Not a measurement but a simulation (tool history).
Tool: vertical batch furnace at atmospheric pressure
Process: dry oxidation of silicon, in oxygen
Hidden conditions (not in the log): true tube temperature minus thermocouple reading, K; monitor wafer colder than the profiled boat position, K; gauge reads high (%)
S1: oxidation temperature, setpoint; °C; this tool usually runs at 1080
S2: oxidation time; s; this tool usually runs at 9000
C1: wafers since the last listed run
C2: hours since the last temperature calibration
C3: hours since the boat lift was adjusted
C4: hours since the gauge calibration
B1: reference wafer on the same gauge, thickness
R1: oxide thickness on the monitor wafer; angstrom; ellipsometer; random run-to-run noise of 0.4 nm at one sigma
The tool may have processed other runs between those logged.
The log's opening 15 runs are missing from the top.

run    hour    S1     S2    C1      C2      C3      C4      B1      R1
      665.6  -- gauge calibrated
 16   696.0  1080   7950   444   104.9  1984.7    30.4  196.77  1662.8
      740.2  -- boat lift adjusted
 17   740.7  1080   7950   150   149.6     0.5    75.1  197.12  1686.4
 18   810.7  1080   7950   509   219.6    70.5   145.1  197.02  1684.2
 19   985.9  1080  11850  1274   394.8   245.7   320.3  197.02  2133.5
 20  1055.0  1060  12090   502   463.9   314.8   389.4  196.92  1897.8
 21  1089.4  1104   5280   250   498.3   349.2   423.8  197.09  1535.9
 22  1144.6  1080   9000   401   553.5   404.4   479.0  197.02  1808.1
 23  1214.0  1094  12510   504   622.9   473.8   548.4  196.98  2419.2
 24  1280.1  1080   7950   480   689.0   539.9   614.5  196.78  1676.8
 25  1331.6  1070   5010   374   740.5   591.4   666.0  197.17  1182.8
 26  1361.5  1063  10260   217   770.4   621.3   695.9  197.03  1742.2
 27  1392.0  1090   9000   221   800.9   651.8   726.4  196.98  1939.4
 28  1426.5  1068   4740   251   835.4   686.3   760.9  196.93  1130.0
 29  1497.0  1080   9000   512   905.9   756.8   831.4  196.86  1813.9
 30  1549.4  1093   7260   381   958.3   809.2   883.8  197.01  1732.8
 31  1587.9  1098  10950   280   996.8   847.7   922.3  196.84  2284.9
 32  1653.1  1066   9000   474  1062.0   912.9   987.5  197.08  1641.7
 33  1721.6  1098   4860   498  1130.5   981.4  1056.0  196.85  1405.2
 34  1793.7  1080   6600   524  1202.6  1053.5  1128.1  197.04  1496.3
 35  1828.6  1070  12900   253  1237.5  1088.4  1163.0  197.00  2102.8
 36  1880.2  1096  10470   375  1289.1  1140.0  1214.6  197.08  2196.7

5 ways to go on from here, each from the tool as it stands after run 36. What would each give?
  A  1886.8  1080   9000  48  1295.7  1146.6  1221.2   ?   ?
  B  1886.8  1069  11700  48  1295.7  1146.6  1221.2   ?   ?
  C  1886.8  1090  11910  48  1295.7  1146.6  1221.2   ?   ?
  D  1886.8  1099  13020  48  1295.7  1146.6  1221.2   ?   ?
  E  1886.8  1080  11010  48  1295.7  1146.6  1221.2   ?   ?

run      B1      R1
  A  197.19  1805.2
  B  197.19  1965.3
  C  197.19  2283.2
  D  197.19  2542.1
  E  197.19  2038.9
Had the tool no hidden state, the same runs would have come out as:
run      R1
  A  1813.9
  B  1974.8
  C  2293.6
  D  2552.2
  E  2048.5
